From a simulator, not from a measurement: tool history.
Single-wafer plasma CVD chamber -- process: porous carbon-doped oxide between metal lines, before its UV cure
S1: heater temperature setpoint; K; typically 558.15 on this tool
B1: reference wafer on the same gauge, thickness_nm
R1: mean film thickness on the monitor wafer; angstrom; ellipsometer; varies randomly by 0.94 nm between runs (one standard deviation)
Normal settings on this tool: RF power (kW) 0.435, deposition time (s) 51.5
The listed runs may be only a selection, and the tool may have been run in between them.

Run 1, day 0.000: usual settings but deposition time (s) 55.8; B1 215.962. Result: R1 2637.41 angstrom.
Run 2, day 1.512: usual settings; B1 215.783. Result: R1 2420.94 angstrom.
Run 3, day 1.979: usual settings; B1 215.730. Result: R1 2424.74 angstrom.
Run 4, day 2.496: usual settings but RF power (kW) 0.490; B1 216.266. Result: R1 2654.20 angstrom.
Run 5, day 2.958: usual settings but RF power (kW) 0.490; B1 216.096. Result: R1 2683.41 angstrom.
Run 6, day 3.662: usual settings; B1 215.989. Result: R1 2418.01 angstrom.
Run 7, day 3.988: usual settings; B1 216.253. Result: R1 2427.69 angstrom.
Run 8, day 4.342: usual settings but S1 547.15 K; B1 216.061. Result: R1 2571.75 angstrom.
Run 9, day 5.029: usual settings but S1 554.15 K; B1 215.837. Result: R1 2453.76 angstrom.
Run 10, day 5.550: usual settings but S1 554.15 K; B1 216.075. Result: R1 2453.49 angstrom.
Run 11, day 6.588: usual settings but S1 554.15 K; B1 215.734. Result: R1 2468.73 angstrom.
Run 12, day 6.967: usual settings but RF power (kW) 0.485; B1 216.178. Result: R1 2633.52 angstrom.
At day 7.388: RF generator calibrated.
Run 13, day 7.608: usual settings but RF power (kW) 0.485; B1 216.105. Result: R1 2729.10 angstrom.
Run 14, day 7.879: usual settings but deposition time (s) 54.3; B1 215.789. Result: R1 2636.08 angstrom.
Run 15, day 8.154: usual settings but deposition time (s) 54.3; B1 216.029. Result: R1 2641.17 angstrom.
Run 16, day 8.475: usual settings but RF power (kW) 0.495; B1 215.934. Result: R1 2748.82 angstrom.
At day 8.542: gauge calibrated.
Run 17, day 8.975: usual settings but RF power (kW) 0.500, deposition time (s) 60.6; B1 215.840. Result: R1 3291.52 angstrom.
Run 18, day 9.725: usual settings but S1 551.15 K, RF power (kW) 0.455; B1 215.901. Result: R1 2714.83 angstrom.
Run 19, day 10.292: usual settings; B1 216.094. Result: R1 2511.74 angstrom.
Run 20, day 10.833: usual settings but S1 551.15 K, RF power (kW) 0.480, deposition time (s) 55.8; B1 216.300. Result: R1 3053.21 angstrom.
Run 21, day 11.517: usual settings but S1 549.15 K; B1 216.378. Result: R1 2630.92 angstrom.
Run 22, day 11.775: usual settings but S1 567.15 K, RF power (kW) 0.520, deposition time (s) 46.6; B1 216.335. Result: R1 2492.34 angstrom.
At day 12.125: thermocouple changed; heater temperature recalibrated.
Run 23, day 12.171: usual settings but S1 572.15 K, RF power (kW) 0.370, deposition time (s) 46.8; B1 215.836. Result: R1 1838.44 angstrom.
Run 24, day 12.629: usual settings but RF power (kW) 0.490; B1 216.041. Result: R1 2738.39 angstrom.
Run 25, day 12.929: usual settings but S1 543.15 K, RF power (kW) 0.370, deposition time (s) 58.0; B1 216.057. Result: R1 2654.48 angstrom.
Run 26, day 13.250: usual settings but S1 546.15 K, RF power (kW) 0.410, deposition time (s) 47.8; B1 215.751. Result: R1 2364.25 angstrom.
At day 14.050: showerhead replaced, of another model than before.
Run 27, day 14.071: usual settings; B1 215.910. Result: R1 2498.49 angstrom.
Run 28, day 15.696: usual settings; B1 216.290. Result: R1 2484.13 angstrom.
Run 29, day 16.388: usual settings; B1 215.937. Result: R1 2511.14 angstrom.
Run 30, day 16.771: usual settings but RF power (kW) 0.460; B1 216.377. Result: R1 2591.30 angstrom.
Run 31, day 17.158: usual settings but S1 571.15 K; B1 215.668. Result: R1 2313.27 angstrom.
Run 32, day 17.812: usual settings but S1 564.15 K, RF power (kW) 0.505, deposition time (s) 56.3; B1 216.033. Result: R1 2893.53 angstrom.
Run 33, day 18.233: usual settings but S1 564.15 K, RF power (kW) 0.510; B1 216.097. Result: R1 2657.03 angstrom.
Run 34, day 19.558: usual settings; B1 215.688. Result: R1 2477.23 angstrom.

What if the next run were any one of these 4? Each begins from the tool's condition after run 34:
Run A, day 19.575: usual settings but RF power (kW) 0.470; B1 ?. Result: R1 ?.
Run B, day 19.575: usual settings but RF power (kW) 0.500; B1 ?. Result: R1 ?.
Run C, day 19.575: usual settings but RF power (kW) 0.370; B1 ?. Result: R1 ?.
Run D, day 19.575: usual settings but S1 551.15 K, RF power (kW) 0.360; B1 ?. Result: R1 ?.

run       B1       R1
  A  215.947  2606.58
  B  215.947  2699.06
  C  215.947  2241.41
  D  215.947  2291.66
Without the tool's unlogged condition, the same runs would have read:
run       R1
  A  2632.57
  B  2725.97
  C  2268.03
  D  2318.87
